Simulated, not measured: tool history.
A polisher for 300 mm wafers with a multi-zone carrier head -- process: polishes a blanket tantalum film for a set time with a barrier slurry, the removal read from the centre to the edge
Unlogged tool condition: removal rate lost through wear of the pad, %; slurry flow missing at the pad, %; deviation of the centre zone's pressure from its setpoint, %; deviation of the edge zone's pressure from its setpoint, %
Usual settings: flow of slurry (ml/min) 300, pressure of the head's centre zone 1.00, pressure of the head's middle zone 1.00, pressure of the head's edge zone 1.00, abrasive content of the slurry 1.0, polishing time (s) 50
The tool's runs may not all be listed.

run     day  flow of slurry (ml/min)  pressure of the head's centre zone  pressure of the head's middle zone  pressure of the head's edge zone  abrasive content of the slurry  polishing time (s)  wafers since the last listed run  wafers polished on this pad  hours since the slurry nozzle was cleaned  hours since the centre zone pressure was calibrated  hours since the edge zone pressure was calibrated  hours since the carrier head's membrane was replaced  incoming thickness of the incoming film, nm  film removed at the wafer's centre (Å)  film removed at mid-radius (Å)  film removed at the wafer's edge (Å)
  1   0.000                      300                                1.00                                1.00                              1.00                             1.0                  50                                 0                         3201                                      385.1                                                 58.4                                              619.2                                                 429.9                                        293.5                                     544                             557                                   589
      0.912  -- slurry nozzle cleaned
  2   1.983                      300                                1.00                                1.00                              1.00                             1.0                  50                               447                         3649                                       25.7                                                106.0                                              666.8                                                 477.5                                        285.4                                     602                             619                                   642
      2.708  -- worn pad replaced by a new one
  3   4.029                      300                                1.00                                1.00                              1.00                             1.0                  50                               433                          304                                       74.8                                                155.1                                              715.9                                                 526.6                                        293.8                                     600                             604                                   633
  4   6.404                      300                                1.00                                1.00                              1.00                             1.0                  50                               547                          852                                      131.8                                                212.1                                              772.9                                                 583.6                                        292.4                                     601                             598                                   610
  5   8.046                      300                                1.00                                1.00                              1.00                             1.0                  50                               378                         1230                                      171.2                                                251.5                                              812.3                                                 623.0                                        288.8                                     594                             598                                   626
     13.862  -- slurry nozzle cleaned
  6  14.821                      300                                0.95                                1.00                              1.11                             1.0                  55                              1552                         2782                                       23.0                                                414.1                                              974.9                                                 785.6                                        289.5                                     629                             686                                   727
     15.696  -- worn pad replaced by a new one
  7  17.100                      230                                1.04                                1.00                              0.92                             1.0                  50                               486                          324                                       77.7                                                468.8                                             1029.6                                                 840.3                                        284.8                                     595                             603                                   587
     17.517  -- carrier head's membrane replaced by a new one
  8  19.175                      365                                1.00                                1.00                              1.00                             1.1                  50                               430                          754                                      127.5                                                518.6                                             1079.4                                                  39.8                                        290.1                                     626                             639                                   650
  9  20.292                      300                                1.07                                1.00                              1.09                             1.0                  50                               257                         1011                                      154.3                                                545.4                                             1106.2                                                  66.6                                        294.6                                     642                             613                                   657
 10  22.483                      300                                0.93                                1.00                              1.00                             1.0                  37                               505                         1516                                      206.9                                                598.0                                             1158.8                                                 119.2                                        289.5                                     403                             447                                   446
 11  23.779                      250                                1.00                                1.00                              1.00                             1.0                  50                               298                         1815                                      238.0                                                629.1                                             1189.9                                                 150.3                                        292.1                                     572                             593                                   592
 12  26.762                      300                                1.00                                1.00                              1.00                             0.8                  56                               687                         2503                                      309.6                                                700.7                                             1261.5                                                 221.9                                        293.2                                     591                             613                                   625
     28.650  -- slurry nozzle cleaned
     29.204  -- edge zone pressure recalibrated
 13  29.225                      300                                1.00                                1.00                              1.00                             1.0                  50                               538                         3042                                       13.8                                                759.8                                                0.5                                                 281.0                                        287.5                                     589                             616                                   639
     29.554  -- worn pad replaced by a new one
 14  31.704                      300                                1.00                                1.00                              0.92                             1.0                  50                               533                          495                                       73.3                                                819.3                                               60.0                                                 340.5                                        293.8                                     595                             611                                   587
 15  32.858                      260                                1.00                                1.05                              1.00                             1.0                  40                               266                          761                                      101.0                                                847.0                                               87.7                                                 368.2                                        294.0                                     471                             504                                   490
 16  34.446                      220                                1.00                                1.00                              1.11                             1.0                  50                               365                         1127                                      139.1                                                885.1                                              125.8                                                 406.3                                        284.6                                     566                             592                                   644
 17  36.600                      300                                1.00                                1.00                              1.00                             1.0                  50                               496                         1624                                      190.8                                                936.8                                              177.5                                                 458.0                                        288.4                                     586                             596                                   634
 18  39.350                      300                                1.00                                1.00                              1.07                             1.0                  50                               633                         2258                                      256.8                                               1002.8                                              243.5                                                 524.0                                        286.8                                     567                             596                                   638
 19  41.238                      300                                1.00                                1.00                              1.00                             1.0                  62                               435                         2693                                      302.1                                               1048.1                                              288.8                                                 569.3                                        288.8                                     708                             734                                   763
 20  43.638                      225                                1.00                                1.00                              1.00                             1.0                  50                               553                         3246                                      359.7                                               1105.7                                              346.4                                                 626.9                                        291.8                                     525                             546                                   578
     43.812  -- centre zone pressure recalibrated
     44.654  -- worn pad replaced by a new one
     45.517  -- slurry nozzle cleaned
 21  46.479                      300                                1.00                                1.00                              0.91                             1.0                  50                               587                          411                                       23.1                                                 64.0                                              414.6                                                 695.1                                        287.6                                     588                             611                                   609

Here are 4 independent what-if runs from the current tool condition. What would each one return?
  A  46.496                      300                                1.00                                1.00                              1.00                             1.0                  50                                 3                          415                                       23.5                                                 64.4                                              415.0                                                 695.5                                        292.2                                       ?                               ?                                     ?
  B  46.496                      390                                1.00                                1.04                              1.00                             0.9                  50                                 3                          415                                       23.5                                                 64.4                                              415.0                                                 695.5                                        292.2                                       ?                               ?                                     ?
  C  46.496                      255                                1.07                                1.00                              1.00                             0.9                  36                                 3                          415                                       23.5                                                 64.4                                              415.0                                                 695.5                                        292.2                                       ?                               ?                                     ?
  D  46.496                      300                                1.05                                1.08                              0.93                             1.0                  50                                 3                          415                                       23.5                                                 64.4                                              415.0                                                 695.5                                        292.2                                       ?                               ?                                     ?

run  film removed at the wafer's centre (Å)  film removed at mid-radius (Å)  film removed at the wafer's edge (Å)
  A                                     590                             608                                   626
  B                                     584                             620                                   614
  C                                     431                             415                                   429
  D                                     621                             649                                   604
Take away the tool's hidden state, keep each run's random variation, and the runs would have read:
run  film removed at the wafer's centre (Å)  film removed at mid-radius (Å)  film removed at the wafer's edge (Å)
  A                                     593                             611                                   628
  B                                     585                             622                                   615
  C                                     433                             417                                   430
  D                                     623                             652                                   606
